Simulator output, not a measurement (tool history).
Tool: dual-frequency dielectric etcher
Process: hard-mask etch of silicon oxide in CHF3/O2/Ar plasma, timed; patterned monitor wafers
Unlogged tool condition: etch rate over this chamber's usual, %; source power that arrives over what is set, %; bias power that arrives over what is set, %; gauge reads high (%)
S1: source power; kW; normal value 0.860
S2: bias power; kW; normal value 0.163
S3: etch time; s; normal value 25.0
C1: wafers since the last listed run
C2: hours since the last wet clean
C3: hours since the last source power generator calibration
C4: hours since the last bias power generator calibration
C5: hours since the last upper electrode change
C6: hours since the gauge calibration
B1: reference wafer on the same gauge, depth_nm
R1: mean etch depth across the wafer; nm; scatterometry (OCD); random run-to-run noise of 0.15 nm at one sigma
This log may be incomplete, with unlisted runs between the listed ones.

run,hour,S1,S2,S3,C1,C2,C3,C4,C5,C6,B1,R1
1,0.0,0.860,0.187,25.0,0,365.3,154.1,4377.4,3390.9,1409.1,62.6,61.2
2,46.4,0.860,0.163,25.0,712,411.7,200.5,4423.8,3437.3,1455.5,62.6,57.5
3,88.8,0.860,0.163,25.0,650,454.1,242.9,4466.2,3479.7,1497.9,62.6,57.8
4,128.1,0.860,0.163,25.0,603,493.4,282.2,4505.5,3519.0,1537.2,62.6,57.5
5,166.9,0.920,0.163,25.0,595,532.2,321.0,4544.3,3557.8,1576.0,62.6,59.5
6,211.9,0.860,0.163,25.0,690,577.2,366.0,4589.3,3602.8,1621.0,62.5,57.5
7,266.2,0.860,0.181,25.0,833,631.5,420.3,4643.6,3657.1,1675.3,62.6,60.4
8,322.2,0.960,0.163,30.5,859,687.5,476.3,4699.6,3713.1,1731.3,62.6,74.1
9,367.8,0.860,0.163,25.0,699,733.1,521.9,4745.2,3758.7,1776.9,62.6,57.9
# hour 417.1: wet clean of the chamber
10,460.9,1.010,0.201,30.5,1060,43.8,615.0,4838.3,3851.8,1870.0,62.6,81.9
11,528.8,0.860,0.163,21.5,1042,111.7,682.9,4906.2,3919.7,1937.9,62.6,49.8
# hour 542.1: gauge calibrated
12,567.6,0.990,0.163,22.0,595,150.5,721.7,4945.0,3958.5,25.5,62.6,54.2
# hour 668.0: upper electrode replaced
13,668.5,1.010,0.130,29.0,1180,251.4,822.6,5045.9,0.5,126.4,62.6,65.8
14,723.6,0.800,0.163,30.0,845,306.5,877.7,5101.0,55.6,181.5,62.6,66.8
15,959.5,0.860,0.163,25.0,3621,542.4,1113.6,5336.9,291.5,417.4,62.6,57.5
16,1002.6,0.800,0.163,30.0,661,585.5,1156.7,5380.0,334.6,460.5,62.6,66.9
# hour 1061.4: wet clean of the chamber
17,1061.9,0.860,0.163,30.5,541,0.5,1216.0,5439.3,393.9,519.8,62.6,70.9
18,1105.6,0.860,0.126,25.0,670,44.2,1259.7,5483.0,437.6,563.5,62.6,52.2
19,1158.5,0.860,0.163,25.0,812,97.1,1312.6,5535.9,490.5,616.4,62.7,57.7
# hour 1180.2: bias power generator calibrated
20,1250.7,0.700,0.163,27.0,1353,189.3,1404.8,70.5,582.7,708.6,62.6,55.9
21,1296.6,0.970,0.163,31.5,704,235.2,1450.7,116.4,628.6,754.5,62.6,75.5
22,1386.3,0.860,0.185,25.0,1376,324.9,1540.4,206.1,718.3,844.2,62.6,59.6
23,1474.9,0.750,0.163,28.0,1360,413.5,1629.0,294.7,806.9,932.8,62.6,59.6
24,1563.4,0.980,0.191,25.0,1358,502.0,1717.5,383.2,895.4,1021.3,62.6,64.1
25,1632.5,1.020,0.201,22.5,1060,571.1,1786.6,452.3,964.5,1090.4,62.5,59.8
# hour 1735.0: wet clean of the chamber
26,1735.5,0.860,0.163,25.0,1212,0.5,1889.6,555.3,1067.5,1193.4,62.6,57.1
27,1791.7,0.710,0.203,21.0,862,56.7,1945.8,611.5,1123.7,1249.6,62.6,47.8
28,2072.2,0.860,0.195,28.5,4305,337.2,2226.3,892.0,1404.2,1530.1,62.6,69.4
29,2173.2,0.860,0.189,25.0,1550,438.2,2327.3,993.0,1505.2,1631.1,62.6,60.5

Selected run-to-run steps in R1, each split into two signed amounts: the part the tool would show with no hidden state at all (from settings, incoming material and random variation), and the remainder, which goes to the hidden state together with any gauge scatter not common to the measured and the hidden-state-free results:
Run 9 -> 10: S1 0.860 -> 1.010, S2 0.163 -> 0.201, S3 25.0 -> 30.5, wet clean of the chamber. R1 +24.0 nm: hidden state +0.4, all else +23.6.
Run 10 -> 11: S1 1.010 -> 0.860, S2 0.201 -> 0.163, S3 30.5 -> 21.5. R1 -32.1 nm: hidden state -0.6, all else -31.5.
Run 19 -> 20: S1 0.860 -> 0.700, S3 25.0 -> 27.0, bias power generator calibrated. R1 -1.8 nm: hidden state -1.1, all else -0.7.
